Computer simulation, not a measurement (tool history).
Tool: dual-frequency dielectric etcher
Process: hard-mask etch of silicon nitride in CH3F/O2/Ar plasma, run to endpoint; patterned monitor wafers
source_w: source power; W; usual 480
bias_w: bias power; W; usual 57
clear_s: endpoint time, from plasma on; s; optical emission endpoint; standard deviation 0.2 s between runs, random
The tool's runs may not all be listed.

| run | day | source_w | bias_w | wafers since the last listed run | hours since the last wet clean | hours since the last source power generator calibration | hours since the last bias power generator calibration | hours since the last upper electrode change | incoming incoming film thickness, nm | clear_s |
|---|---|---|---|---|---|---|---|---|---|---|
| 1 | 0 | 480 | 57 | 0 | 374.6 | 3065.1 | 1315.6 | 3903.9 | 44.27 | 68.4 |
| 2 | 1.167 | 480 | 57 | 299 | 402.6 | 3093.1 | 1343.6 | 3931.9 | 44.28 | 68.7 |
| 3 | 2.896 | 480 | 57 | 443 | 444.1 | 3134.6 | 1385.1 | 3973.4 | 43.99 | 68.1 |
| 4 | 5.054 | 480 | 57 | 553 | 495.9 | 3186.4 | 1436.9 | 4025.2 | 44.03 | 68.5 |
|  | 7.438 | wet clean of the chamber |
| 5 | 7.796 | 480 | 57 | 446 | 8.6 | 3252.2 | 1502.7 | 4091 | 44.13 | 67.8 |
| 6 | 10.696 | 480 | 57 | 743 | 78.2 | 3321.8 | 1572.3 | 4160.6 | 44.06 | 67.9 |
| 7 | 13.458 | 480 | 57 | 708 | 144.5 | 3388.1 | 1638.6 | 4226.9 | 44.08 | 68.4 |
| 8 | 14.796 | 450 | 57 | 342 | 176.6 | 3420.2 | 1670.7 | 4259 | 43.72 | 68.6 |
| 9 | 16.029 | 450 | 57 | 316 | 206.2 | 3449.8 | 1700.3 | 4288.6 | 44.55 | 70.3 |
| 10 | 18.658 | 550 | 49 | 674 | 269.3 | 3512.9 | 1763.4 | 4351.7 | 44.29 | 67.6 |
| 11 | 21.35 | 420 | 62 | 690 | 333.9 | 3577.5 | 1828 | 4416.3 | 44.46 | 71 |
| 12 | 22.642 | 480 | 45 | 331 | 364.9 | 3608.5 | 1859 | 4447.3 | 44.06 | 71.4 |
| 13 | 25.183 | 430 | 57 | 651 | 425.9 | 3669.5 | 1920 | 4508.3 | 43.94 | 70.6 |
| 14 | 26.229 | 580 | 71 | 268 | 451 | 3694.6 | 1945.1 | 4533.4 | 43.78 | 61.9 |
| 15 | 28.917 | 480 | 57 | 689 | 515.5 | 3759.1 | 2009.6 | 4597.9 | 44.08 | 68.8 |
|  | 30.096 | wet clean of the chamber |
| 16 | 30.567 | 480 | 53 | 166 | 11.3 | 3798.7 | 2049.2 | 4637.5 | 44.08 | 68.5 |
| 17 | 31.979 | 590 | 45 | 362 | 45.2 | 3832.6 | 2083.1 | 4671.4 | 43.83 | 65.6 |
| 18 | 33.554 | 520 | 64 | 403 | 83 | 3870.4 | 2120.9 | 4709.2 | 43.68 | 63.5 |
|  | 34.008 | source power generator calibrated |
|  | 35.971 | upper electrode replaced |
| 19 | 35.992 | 390 | 68 | 325 | 141.5 | 47.6 | 2179.4 | 0.5 | 43.84 | 68.5 |
| 20 | 37.654 | 480 | 66 | 426 | 181.4 | 87.5 | 2219.3 | 40.4 | 44.28 | 65.4 |
| 21 | 39.975 | 480 | 57 | 595 | 237.1 | 143.2 | 2275 | 96.1 | 44.26 | 67.1 |
| 22 | 41.192 | 520 | 57 | 311 | 266.3 | 172.4 | 2304.2 | 125.3 | 43.92 | 65.6 |
|  | 42.804 | bias power generator calibrated |
| 23 | 44.075 | 480 | 57 | 696 | 335.5 | 241.6 | 30.5 | 194.5 | 44 | 67.5 |
| 24 | 46.467 | 420 | 63 | 613 | 392.9 | 299 | 87.9 | 251.9 | 43.86 | 68.7 |
| 25 | 48.404 | 480 | 57 | 496 | 439.4 | 345.5 | 134.4 | 298.4 | 43.87 | 67.5 |
| 26 | 51.071 | 450 | 65 | 683 | 503.4 | 409.5 | 198.4 | 362.4 | 44.04 | 67.4 |
|  | 53.5 | wet clean of the chamber |
| 27 | 53.579 | 590 | 45 | 386 | 1.9 | 469.7 | 258.6 | 422.6 | 44.09 | 65.7 |
| 28 | 54.671 | 400 | 47 | 279 | 28.1 | 495.9 | 284.8 | 448.8 | 44.1 | 73.2 |
| 29 | 56.196 | 420 | 69 | 391 | 64.7 | 532.5 | 321.4 | 485.4 | 43.73 | 66.7 |
| 30 | 58.321 | 600 | 67 | 544 | 115.7 | 583.5 | 372.4 | 536.4 | 44.08 | 61 |
| 31 | 59.733 | 410 | 68 | 362 | 149.6 | 617.4 | 406.3 | 570.3 | 44.27 | 68.3 |
| 32 | 68.583 | 480 | 64 | 2269 | 362 | 829.8 | 618.7 | 782.7 | 43.83 | 66.1 |
| 33 | 73.329 | 590 | 61 | 1217 | 475.9 | 943.7 | 732.6 | 896.6 | 43.6 | 62.4 |
|  | 76.162 | wet clean of the chamber |
| 34 | 76.183 | 590 | 66 | 475 | 0.5 | 1012.2 | 801.1 | 965.1 | 43.76 | 60.6 |

Some steps in clear_s, run to run, broken into two amounts with sign: the step expected even without the hidden condition (settings, incoming material, random variation), and the rest, left for the hidden condition together with whatever gauge scatter is not in both the measured and the hidden-condition-free result:
The hidden state here: etch rate over this chamber's usual, %; source power that arrives over what is set, %; bias power that arrives over what is set, %.
Run 4 -> 5: wet clean of the chamber. clear_s -0.7 s: hidden state -1, all else +0.3.
Run 13 -> 14: source_w 430 -> 580, bias_w 57 -> 71. clear_s -8.7 s: hidden state -0.2, all else -8.5.
Run 15 -> 16: bias_w 57 -> 53, wet clean of the chamber. clear_s -0.3 s: hidden state -1.3, all else +1.
Run 27 -> 28: source_w 590 -> 400, bias_w 45 -> 47. clear_s +7.5 s: hidden state +0.1, all else +7.4.
Run 30 -> 31: source_w 600 -> 410, bias_w 67 -> 68. clear_s +7.3 s: hidden state +0.1, all else +7.2.
Run 33 -> 34: bias_w 61 -> 66, wet clean of the chamber. clear_s -1.8 s: hidden state -1.1, all else -0.7.

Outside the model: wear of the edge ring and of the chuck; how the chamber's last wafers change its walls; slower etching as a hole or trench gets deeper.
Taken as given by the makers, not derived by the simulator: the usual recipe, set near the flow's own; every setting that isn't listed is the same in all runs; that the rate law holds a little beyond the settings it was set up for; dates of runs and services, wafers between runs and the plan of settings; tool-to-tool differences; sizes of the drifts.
